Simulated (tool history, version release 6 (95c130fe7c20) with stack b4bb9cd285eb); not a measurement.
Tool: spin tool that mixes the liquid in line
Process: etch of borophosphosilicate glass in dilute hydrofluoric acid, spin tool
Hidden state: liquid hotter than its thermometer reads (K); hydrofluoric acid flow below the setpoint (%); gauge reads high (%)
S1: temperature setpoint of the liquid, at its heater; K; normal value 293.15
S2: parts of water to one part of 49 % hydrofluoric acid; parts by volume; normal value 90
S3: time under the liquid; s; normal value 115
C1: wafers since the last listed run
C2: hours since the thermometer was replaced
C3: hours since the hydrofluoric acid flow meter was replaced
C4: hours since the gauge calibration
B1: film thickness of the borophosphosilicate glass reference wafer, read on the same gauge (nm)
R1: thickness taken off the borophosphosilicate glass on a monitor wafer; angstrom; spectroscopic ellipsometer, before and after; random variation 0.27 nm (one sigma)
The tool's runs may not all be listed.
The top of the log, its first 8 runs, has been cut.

Run 9, hour 540.1: usual settings but S2 110 parts by volume; C1 333; C2 1774.4; C3 186.1; C4 1068.6; B1 89.99. Result: R1 300.5 angstrom.
Run 10, hour 609.7: usual settings but S2 110 parts by volume; C1 461; C2 1844; C3 255.7; C4 1138.2; B1 90. Result: R1 301.2 angstrom.
Run 11, hour 681.3: usual settings; C1 474; C2 1915.6; C3 327.3; C4 1209.8; B1 89.98. Result: R1 374.2 angstrom.
Run 12, hour 745.7: usual settings; C1 426; C2 1980; C3 391.7; C4 1274.2; B1 90. Result: R1 368.9 angstrom.
At hour 769.8: thermometer replaced.
Run 13, hour 796.7: usual settings but S2 60 parts by volume, S3 80 s; C1 331; C2 26.9; C3 442.7; C4 1325.2; B1 90.01. Result: R1 394.9 angstrom.
Run 14, hour 824.6: usual settings but S2 60 parts by volume, S3 55 s; C1 184; C2 54.8; C3 470.6; C4 1353.1; B1 90. Result: R1 275.7 angstrom.
Run 15, hour 880.6: usual settings but S1 290.15 K, S2 60 parts by volume; C1 371; C2 110.8; C3 526.6; C4 1409.1; B1 90.01. Result: R1 501.1 angstrom.
Run 16, hour 916: usual settings but S1 290.15 K, S3 155 s; C1 234; C2 146.2; C3 562; C4 1444.5; B1 89.99. Result: R1 428.3 angstrom.
Run 17, hour 983.6: usual settings; C1 447; C2 213.8; C3 629.6; C4 1512.1; B1 90. Result: R1 361.4 angstrom.
Run 18, hour 1043: usual settings; C1 393; C2 273.2; C3 689; C4 1571.5; B1 90.01. Result: R1 360.6 angstrom.
Run 19, hour 1110.1: usual settings but S1 291.65 K, S2 110 parts by volume; C1 444; C2 340.3; C3 756.1; C4 1638.6; B1 90.01. Result: R1 268.3 angstrom.
At hour 1158: hydrofluoric acid flow meter replaced.
Run 20, hour 1181.2: usual settings but S1 290.15 K, S3 150 s; C1 464; C2 411.4; C3 23.2; C4 1709.7; B1 90. Result: R1 441.3 angstrom.
At hour 1229.5: gauge calibrated.
Run 21, hour 1248.7: usual settings but S1 294.65 K, S3 45 s; C1 447; C2 478.9; C3 90.7; C4 19.2; B1 90.02. Result: R1 159.2 angstrom.
Run 22, hour 1306.8: usual settings but S1 290.15 K, S2 110 parts by volume, S3 160 s; C1 385; C2 537; C3 148.8; C4 77.3; B1 90. Result: R1 374.6 angstrom.
Run 23, hour 1362.2: usual settings; C1 367; C2 592.4; C3 204.2; C4 132.7; B1 90.01. Result: R1 380.1 angstrom.
Run 24, hour 1412.5: usual settings but S1 290.15 K; C1 333; C2 642.7; C3 254.5; C4 183; B1 90. Result: R1 330 angstrom.
Run 25, hour 1472.7: usual settings but S1 295.65 K, S2 130 parts by volume, S3 180 s; C1 398; C2 702.9; C3 314.7; C4 243.2; B1 90.02. Result: R1 429 angstrom.
Run 26, hour 1507.3: usual settings but S1 298.15 K, S2 120 parts by volume, S3 160 s; C1 229; C2 737.5; C3 349.3; C4 277.8; B1 90. Result: R1 460.2 angstrom.
Run 27, hour 1717.4: usual settings but S1 297.65 K, S3 75 s; C1 1392; C2 947.6; C3 559.4; C4 487.9; B1 90.01. Result: R1 285.7 angstrom.
Run 28, hour 1749.1: usual settings; C1 210; C2 979.3; C3 591.1; C4 519.6; B1 89.99. Result: R1 359.7 angstrom.
Run 29, hour 1774.7: usual settings; C1 169; C2 1004.9; C3 616.7; C4 545.2; B1 90. Result: R1 365.2 angstrom.
Run 30, hour 1806.5: usual settings but S1 290.15 K, S2 125 parts by volume, S3 165 s; C1 210; C2 1036.7; C3 648.5; C4 577; B1 90.01. Result: R1 317.9 angstrom.
Run 31, hour 1847.7: usual settings but S1 295.15 K; C1 273; C2 1077.9; C3 689.7; C4 618.2; B1 90. Result: R1 386.6 angstrom.

Below are 5 alternative next runs, each starting from the tool's condition after run 31. Predict each:
Run A, hour 1848.1: usual settings; C1 2; C2 1078.3; C3 690.1; C4 618.6; B1 ?. Result: R1 ?.
Run B, hour 1848.1: usual settings but S1 295.15 K, S2 65 parts by volume, S3 140 s; C1 2; C2 1078.3; C3 690.1; C4 618.6; B1 ?. Result: R1 ?.
Run C, hour 1848.1: usual settings but S2 130 parts by volume; C1 2; C2 1078.3; C3 690.1; C4 618.6; B1 ?. Result: R1 ?.
Run D, hour 1848.1: usual settings but S1 297.65 K, S3 70 s; C1 2; C2 1078.3; C3 690.1; C4 618.6; B1 ?. Result: R1 ?.
Run E, hour 1848.1: usual settings but S2 125 parts by volume; C1 2; C2 1078.3; C3 690.1; C4 618.6; B1 ?. Result: R1 ?.

run  B1     R1
  A  90  357.8
  B  90  675.7
  C  90  236.5
  D  90  261.2
  E  90  247.3
Without the tool's hidden state the same runs would have given:
run     R1
  A  382.9
  B  722.1
  C  253.7
  D  279.7
  E  265.2
